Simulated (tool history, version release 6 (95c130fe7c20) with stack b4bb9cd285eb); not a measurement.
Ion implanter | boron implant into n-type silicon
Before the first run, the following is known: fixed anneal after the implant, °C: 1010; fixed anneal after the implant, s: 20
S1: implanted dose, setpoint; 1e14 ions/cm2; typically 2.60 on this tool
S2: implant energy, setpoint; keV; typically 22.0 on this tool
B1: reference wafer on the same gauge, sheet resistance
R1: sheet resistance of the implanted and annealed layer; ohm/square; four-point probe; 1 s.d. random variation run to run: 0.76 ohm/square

run,hour,S1,S2,B1,R1
1,0.0,2.60,22.0,358.85,346.87
2,21.3,2.60,22.0,358.95,346.39
3,45.0,2.60,22.0,359.25,344.33
4,63.5,2.60,22.0,358.44,346.60
5,95.5,2.60,22.0,358.98,346.13
6,188.7,2.60,22.0,359.38,344.79
7,219.3,2.60,22.0,358.67,343.85
8,253.1,2.60,22.0,359.01,344.09
9,284.0,2.60,22.0,359.33,343.70
# hour 310.3: gauge calibrated
# hour 322.5: extraction supply calibrated
10,323.0,2.60,22.0,359.08,343.44
11,335.1,2.60,22.0,358.88,343.81
12,390.8,2.60,22.0,359.18,342.85
13,414.9,1.90,14.5,359.08,462.42
14,442.1,3.03,24.5,359.15,299.13
15,454.8,2.23,16.0,359.10,401.45
# hour 488.9: Faraday cup replaced and dose calibrated
16,506.1,2.60,27.0,359.03,344.59
17,537.2,2.60,22.0,359.29,351.76
18,561.2,2.60,25.0,358.95,348.80
19,574.9,2.60,22.0,359.13,352.42
20,598.6,3.05,29.0,359.01,302.25
21,617.5,2.60,27.5,358.86,345.29
22,650.6,2.60,22.0,359.08,351.97

Consider 5 possible next runs. They are alternatives, not a sequence: every one starts from the tool as it was left by run 22. What does each give?
A,651.0,2.60,22.0,?,?
B,651.0,2.60,17.5,?,?
C,651.0,2.60,18.0,?,?
D,651.0,1.88,18.5,?,?
E,651.0,2.89,16.5,?,?

run,B1,R1
A,359.30,351.67
B,359.30,360.69
C,359.30,359.53
D,359.30,466.37
E,359.30,333.19
Without the tool's unlogged condition, the same runs would have read:
run,R1
A,350.82
B,359.81
C,358.66
D,465.24
E,332.38
